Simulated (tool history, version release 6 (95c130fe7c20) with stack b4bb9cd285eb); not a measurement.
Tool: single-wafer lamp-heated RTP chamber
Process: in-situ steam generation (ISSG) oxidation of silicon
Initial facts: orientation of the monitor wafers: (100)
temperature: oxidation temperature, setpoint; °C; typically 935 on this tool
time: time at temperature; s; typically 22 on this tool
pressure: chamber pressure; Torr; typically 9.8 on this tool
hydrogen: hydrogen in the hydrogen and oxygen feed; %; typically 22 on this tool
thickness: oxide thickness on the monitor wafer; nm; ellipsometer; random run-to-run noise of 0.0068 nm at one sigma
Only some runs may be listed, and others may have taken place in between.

| run | hour | temperature | time | pressure | hydrogen | wafers since the last listed run | wafers since the last pyrometer calibration | hours since the pressure gauge was zeroed | hours since the hydrogen flow controller was replaced | hours since the gauge calibration | read-back reference wafer on the same gauge, thickness | thickness |
|---|---|---|---|---|---|---|---|---|---|---|---|---|
| 1 | 0 | 935 | 22 | 9.8 | 26 | 0 | 2932 | 1914.1 | 5604.6 | 392.9 | 5.388 | 4.766 |
| 2 | 69.1 | 935 | 22 | 9.8 | 26 | 967 | 3900 | 1983.2 | 5673.7 | 462 | 5.39 | 4.769 |
| 3 | 108.1 | 935 | 22 | 9.8 | 22 | 546 | 4446 | 2022.2 | 5712.7 | 501 | 5.389 | 4.614 |
| 4 | 143.1 | 935 | 22 | 9.8 | 22 | 490 | 4936 | 2057.2 | 5747.7 | 536 | 5.386 | 4.619 |
| 5 | 194 | 948 | 22 | 9.8 | 22 | 713 | 5649 | 2108.1 | 5798.6 | 586.9 | 5.391 | 4.832 |
|  | 213.5 | pyrometer window cleaned and pyrometer calibrated |
| 6 | 257.9 | 935 | 22 | 9.8 | 15 | 783 | 621 | 2172 | 5862.5 | 650.8 | 5.394 | 4.22 |
| 7 | 326.5 | 935 | 22 | 9.8 | 22 | 960 | 1582 | 2240.6 | 5931.1 | 719.4 | 5.389 | 4.585 |
| 8 | 371.7 | 935 | 22 | 9.8 | 22 | 633 | 2215 | 2285.8 | 5976.3 | 764.6 | 5.387 | 4.581 |
| 9 | 401 | 935 | 22 | 9.8 | 22 | 410 | 2626 | 2315.1 | 6005.6 | 793.9 | 5.39 | 4.583 |
| 10 | 454.3 | 935 | 22 | 9.8 | 22 | 746 | 3372 | 2368.4 | 6058.9 | 847.2 | 5.39 | 4.583 |
| 11 | 485.4 | 935 | 22 | 9.8 | 22 | 435 | 3808 | 2399.5 | 6090 | 878.3 | 5.387 | 4.6 |
|  | 516.6 | hydrogen flow controller replaced |
|  | 523.4 | gauge calibrated |
| 12 | 529.7 | 923 | 28 | 10.2 | 31 | 508 | 4316 | 2443.8 | 13.1 | 6.3 | 5.386 | 5.237 |
| 13 | 554 | 935 | 22 | 9.8 | 22 | 340 | 4657 | 2468.1 | 37.4 | 30.6 | 5.394 | 4.632 |
| 14 | 591.9 | 935 | 22 | 9.8 | 25 | 530 | 5188 | 2506 | 75.3 | 68.5 | 5.39 | 4.761 |
| 15 | 638.9 | 950 | 22 | 8.9 | 30 | 658 | 5846 | 2553 | 122.3 | 115.5 | 5.388 | 5.319 |
| 16 | 691.7 | 935 | 22 | 9.8 | 22 | 739 | 6586 | 2605.8 | 175.1 | 168.3 | 5.388 | 4.692 |
| 17 | 731 | 935 | 15 | 10.2 | 26 | 550 | 7136 | 2645.1 | 214.4 | 207.6 | 5.389 | 4.14 |
|  | 742.4 | pyrometer window cleaned and pyrometer calibrated |
| 18 | 790.7 | 952 | 16 | 9.8 | 26 | 724 | 676 | 2704.8 | 274.1 | 267.3 | 5.391 | 4.391 |
|  | 815.8 | pressure gauge zeroed |
| 19 | 861.8 | 935 | 22 | 9.8 | 31 | 883 | 1560 | 46 | 345.2 | 338.4 | 5.389 | 4.931 |
| 20 | 891 | 935 | 16 | 9.8 | 19 | 409 | 1969 | 75.2 | 374.4 | 367.6 | 5.39 | 3.912 |
| 21 | 961.2 | 935 | 30 | 8.7 | 22 | 983 | 2952 | 145.4 | 444.6 | 437.8 | 5.387 | 5.279 |
| 22 | 1018.7 | 935 | 22 | 8.9 | 22 | 805 | 3757 | 202.9 | 502.1 | 495.3 | 5.39 | 4.663 |
| 23 | 1075.3 | 919 | 22 | 9.8 | 22 | 792 | 4550 | 259.5 | 558.7 | 551.9 | 5.391 | 4.416 |

Each run again, without the hidden state but with its own random variation kept:
Unlogged tool condition in this case: true wafer temperature minus pyrometer reading, K; true pressure minus gauge reading, Torr; deviation of the hydrogen flow from its setpoint, %; gauge reads high (%).
| run | thickness |
|---|---|
| 1 | 4.732 |
| 2 | 4.72 |
| 3 | 4.557 |
| 4 | 4.553 |
| 5 | 4.739 |
| 6 | 4.208 |
| 7 | 4.567 |
| 8 | 4.557 |
| 9 | 4.555 |
| 10 | 4.546 |
| 11 | 4.556 |
| 12 | 5.172 |
| 13 | 4.57 |
| 14 | 4.685 |
| 15 | 5.206 |
| 16 | 4.58 |
| 17 | 4.042 |
| 18 | 4.389 |
| 19 | 4.924 |
| 20 | 3.904 |
| 21 | 5.253 |
| 22 | 4.629 |
| 23 | 4.374 |
